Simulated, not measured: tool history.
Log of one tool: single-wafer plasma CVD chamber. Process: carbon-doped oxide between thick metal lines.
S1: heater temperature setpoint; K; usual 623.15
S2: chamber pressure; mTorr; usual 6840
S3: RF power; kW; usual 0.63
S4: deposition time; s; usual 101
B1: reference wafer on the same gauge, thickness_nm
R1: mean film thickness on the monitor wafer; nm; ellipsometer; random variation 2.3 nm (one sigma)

run	day	S1	S2	S3	S4	B1	R1
1	0	623.15	6840	0.63	101	677.088	618.65
2	0.354	623.15	6840	0.63	101	675.193	616.787
3	1.062	623.15	6840	0.63	101	675.605	620.512
4	1.546	623.15	6840	0.63	101	676.378	619.934
5	1.808	623.15	6840	0.63	101	675.553	615.813
6	2.4	623.15	6840	0.63	101	676.408	618.204
7	2.75	623.15	6840	0.63	101	675.601	618.772
8	3.317	623.15	6840	0.63	101	675.06	618.48
9	3.888	623.15	6840	0.63	101	675.55	620.696
10	4.425	623.15	6840	0.63	101	675.899	615.591
11	4.992	623.15	6840	0.63	101	676.103	621.171
12	5.721	623.15	6840	0.63	101	677.441	616.066
13	6.038	623.15	6840	0.63	101	675.527	621.669
14	6.704	618.15	5940	0.7	89	676.705	589.547
15	7.412	623.15	8420	0.665	101	676.084	655.28
16	7.979	623.15	6840	0.63	101	676.058	618.487
17	8.012	615.15	6840	0.57	89	676.006	513.601
18	8.746	623.15	6840	0.63	101	676.437	620.93
19	9.167	623.15	6840	0.63	101	676.346	618.035
20	9.692	636.15	5130	0.63	101	675.651	558.483
21	9.842	615.15	6840	0.63	118	677.667	737.603
22	10.262	623.15	6840	0.63	101	677.12	617.29
23	10.683	611.15	6840	0.685	101	677.447	686.891
24	11.121	623.15	7870	0.63	112	675.708	693.394
25	12.5	623.15	6340	0.74	94	675.899	642.391
26	13.029	632.15	6840	0.525	101	675.668	514.01
27	13.392	633.15	6840	0.63	101	674.911	598.202

Not shown: 5 entries that the log had between the listed runs. Between which runs, and how does the tool's hidden state differ before and after?
Between runs 13 and 14: showerhead replaced (day 6.5)
  no hidden state differs between the two runs
Between runs 15 and 16: thermocouple changed; heater temperature recalibrated (day 7.958)
  no hidden state differs between the two runs
Between runs 17 and 18: RF generator calibrated (day 8.725)
  no hidden state differs between the two runs
Between runs 19 and 20: gauge calibrated (day 9.238); capacitance manometer re-zeroed and calibrated (day 9.671)
  no hidden state differs between the two runs

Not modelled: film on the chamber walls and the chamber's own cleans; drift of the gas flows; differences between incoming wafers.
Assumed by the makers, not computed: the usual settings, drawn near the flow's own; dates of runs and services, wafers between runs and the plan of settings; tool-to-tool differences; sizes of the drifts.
